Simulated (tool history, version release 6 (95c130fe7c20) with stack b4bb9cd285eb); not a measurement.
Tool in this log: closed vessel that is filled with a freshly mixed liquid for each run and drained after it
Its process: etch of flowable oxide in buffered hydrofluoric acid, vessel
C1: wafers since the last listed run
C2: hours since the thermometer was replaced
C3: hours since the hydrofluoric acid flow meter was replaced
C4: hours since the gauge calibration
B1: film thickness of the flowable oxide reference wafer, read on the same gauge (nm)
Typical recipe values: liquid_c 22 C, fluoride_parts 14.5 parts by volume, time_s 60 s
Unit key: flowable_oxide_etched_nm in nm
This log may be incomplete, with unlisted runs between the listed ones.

Run 1, hour 0: usual settings; C1 0; C2 1475; C3 373.3; C4 280.1; B1 150.02. Result: flowable_oxide_etched_nm 189.55 nm.
Run 2, hour 9.4: usual settings; C1 1168; C2 1484.4; C3 382.7; C4 289.5; B1 150. Result: flowable_oxide_etched_nm 191.49 nm.
Run 3, hour 22.5: usual settings but liquid_c 18 C; C1 1628; C2 1497.5; C3 395.8; C4 302.6; B1 149.99. Result: flowable_oxide_etched_nm 152.36 nm.
Run 4, hour 35.9: usual settings but liquid_c 23.5 C; C1 1665; C2 1510.9; C3 409.2; C4 316; B1 150. Result: flowable_oxide_etched_nm 204.35 nm.
Run 5, hour 48.3: usual settings but liquid_c 23.5 C; C1 1541; C2 1523.3; C3 421.6; C4 328.4; B1 150. Result: flowable_oxide_etched_nm 204.74 nm.
Run 6, hour 58.7: usual settings but liquid_c 24.5 C; C1 1292; C2 1533.7; C3 432; C4 338.8; B1 150.01. Result: flowable_oxide_etched_nm 218.38 nm.
Run 7, hour 72.3: usual settings but liquid_c 24.5 C; C1 1690; C2 1547.3; C3 445.6; C4 352.4; B1 149.99. Result: flowable_oxide_etched_nm 218.3 nm.
Run 8, hour 79.8: usual settings; C1 932; C2 1554.8; C3 453.1; C4 359.9; B1 150. Result: flowable_oxide_etched_nm 188.35 nm.
Run 9, hour 86: usual settings but liquid_c 18.5 C, fluoride_parts 13 parts by volume; C1 770; C2 1561; C3 459.3; C4 366.1; B1 149.99. Result: flowable_oxide_etched_nm 175.18 nm.
Run 10, hour 92.4: usual settings but liquid_c 18.5 C, fluoride_parts 13 parts by volume; C1 795; C2 1567.4; C3 465.7; C4 372.5; B1 150. Result: flowable_oxide_etched_nm 173.53 nm.
At hour 92.9: gauge calibrated.
Run 11, hour 108.7: usual settings but liquid_c 18.5 C, fluoride_parts 13 parts by volume; C1 2025; C2 1583.7; C3 482; C4 15.8; B1 150.01. Result: flowable_oxide_etched_nm 175.49 nm.
Run 12, hour 150.7: usual settings; C1 5219; C2 1625.7; C3 524; C4 57.8; B1 150. Result: flowable_oxide_etched_nm 189.96 nm.
At hour 155.7: thermometer replaced.
Run 13, hour 185.3: usual settings; C1 4175; C2 29.6; C3 558.6; C4 92.4; B1 150.01. Result: flowable_oxide_etched_nm 172.06 nm.
Run 14, hour 195.6: usual settings but liquid_c 18.5 C, fluoride_parts 13 parts by volume; C1 1280; C2 39.9; C3 568.9; C4 102.7; B1 149.99. Result: flowable_oxide_etched_nm 160.11 nm.
Run 15, hour 210.8: usual settings but fluoride_parts 16.5 parts by volume, time_s 80 s; C1 1889; C2 55.1; C3 584.1; C4 117.9; B1 149.98. Result: flowable_oxide_etched_nm 201.56 nm.
Run 16, hour 220.1: usual settings but liquid_c 23.5 C, fluoride_parts 13 parts by volume, time_s 50 s; C1 1155; C2 64.4; C3 593.4; C4 127.2; B1 149.98. Result: flowable_oxide_etched_nm 171.5 nm.
Run 17, hour 253.1: usual settings; C1 4101; C2 97.4; C3 626.4; C4 160.2; B1 149.99. Result: flowable_oxide_etched_nm 174.54 nm.
Run 18, hour 270.1: usual settings but fluoride_parts 12 parts by volume, time_s 45 s; C1 2112; C2 114.4; C3 643.4; C4 177.2; B1 149.98. Result: flowable_oxide_etched_nm 153.72 nm.
Run 19, hour 285.1: usual settings but fluoride_parts 18.5 parts by volume, time_s 75 s; C1 1864; C2 129.4; C3 658.4; C4 192.2; B1 150.01. Result: flowable_oxide_etched_nm 172.03 nm.
At hour 289.9: hydrofluoric acid flow meter replaced.
Run 20, hour 292.9: usual settings; C1 845; C2 137.2; C3 3; C4 200; B1 150.01. Result: flowable_oxide_etched_nm 173.06 nm.
Run 21, hour 300.8: usual settings but liquid_c 17 C; C1 981; C2 145.1; C3 10.9; C4 207.9; B1 150.02. Result: flowable_oxide_etched_nm 131.83 nm.
Run 22, hour 310.9: usual settings but fluoride_parts 8.5 parts by volume, time_s 80 s; C1 1255; C2 155.2; C3 21; C4 218; B1 150. Result: flowable_oxide_etched_nm 380.04 nm.
Run 23, hour 321.2: usual settings but time_s 80 s; C1 1280; C2 165.5; C3 31.3; C4 228.3; B1 149.99. Result: flowable_oxide_etched_nm 230.76 nm.
Run 24, hour 328.1: usual settings but liquid_c 25.5 C, fluoride_parts 9 parts by volume, time_s 95 s; C1 857; C2 172.4; C3 38.2; C4 235.2; B1 149.98. Result: flowable_oxide_etched_nm 517.54 nm.
Run 25, hour 355.9: usual settings; C1 3454; C2 200.2; C3 66; C4 263; B1 150. Result: flowable_oxide_etched_nm 175.24 nm.
Run 26, hour 373.6: usual settings but liquid_c 25 C; C1 2199; C2 217.9; C3 83.7; C4 280.7; B1 150. Result: flowable_oxide_etched_nm 205.57 nm.
Run 27, hour 383: usual settings but fluoride_parts 20.5 parts by volume; C1 1168; C2 227.3; C3 93.1; C4 290.1; B1 150. Result: flowable_oxide_etched_nm 125.35 nm.
Run 28, hour 390.7: usual settings but liquid_c 26.5 C, fluoride_parts 20 parts by volume, time_s 70 s; C1 956; C2 235; C3 100.8; C4 297.8; B1 149.98. Result: flowable_oxide_etched_nm 188.28 nm.
Run 29, hour 400.6: usual settings but liquid_c 24.5 C, fluoride_parts 8.5 parts by volume, time_s 90 s; C1 1230; C2 244.9; C3 110.7; C4 307.7; B1 150.02. Result: flowable_oxide_etched_nm 493.45 nm.
Run 30, hour 425: usual settings but liquid_c 18 C, fluoride_parts 17.5 parts by volume; C1 3032; C2 269.3; C3 135.1; C4 332.1; B1 149.97. Result: flowable_oxide_etched_nm 115.55 nm.
Run 31, hour 442.1: usual settings but fluoride_parts 12.5 parts by volume, time_s 30 s; C1 2125; C2 286.4; C3 152.2; C4 349.2; B1 150.01. Result: flowable_oxide_etched_nm 101.51 nm.
Run 32, hour 454.6: usual settings; C1 1553; C2 298.9; C3 164.7; C4 361.7; B1 150. Result: flowable_oxide_etched_nm 177.55 nm.

Selected run-to-run steps in flowable_oxide_etched_nm, each split into two signed amounts: the part the tool would show with no hidden state at all (from settings, incoming material and random variation), and the remainder, which goes to the hidden state together with any gauge scatter not common to the measured and the hidden-state-free results:
What the log doesn't record here: liquid hotter than its thermometer reads (K); hydrofluoric acid flow below the setpoint (%); gauge reads high (%).
Run 12 -> 13: thermometer replaced. flowable_oxide_etched_nm -17.9 nm: hidden state -19.35, all else +1.45.
Run 24 -> 25: liquid_c 25.5 -> 22, fluoride_parts 9 -> 14.5, time_s 95 -> 60. flowable_oxide_etched_nm -342.3 nm: hidden state -7.9, all else -334.4.
Run 28 -> 29: liquid_c 26.5 -> 24.5, fluoride_parts 20 -> 8.5, time_s 70 -> 90. flowable_oxide_etched_nm +305.17 nm: hidden state +9.36, all else +295.81.
Run 29 -> 30: liquid_c 24.5 -> 18, fluoride_parts 8.5 -> 17.5, time_s 90 -> 60. flowable_oxide_etched_nm -377.9 nm: hidden state -10.94, all else -366.96.
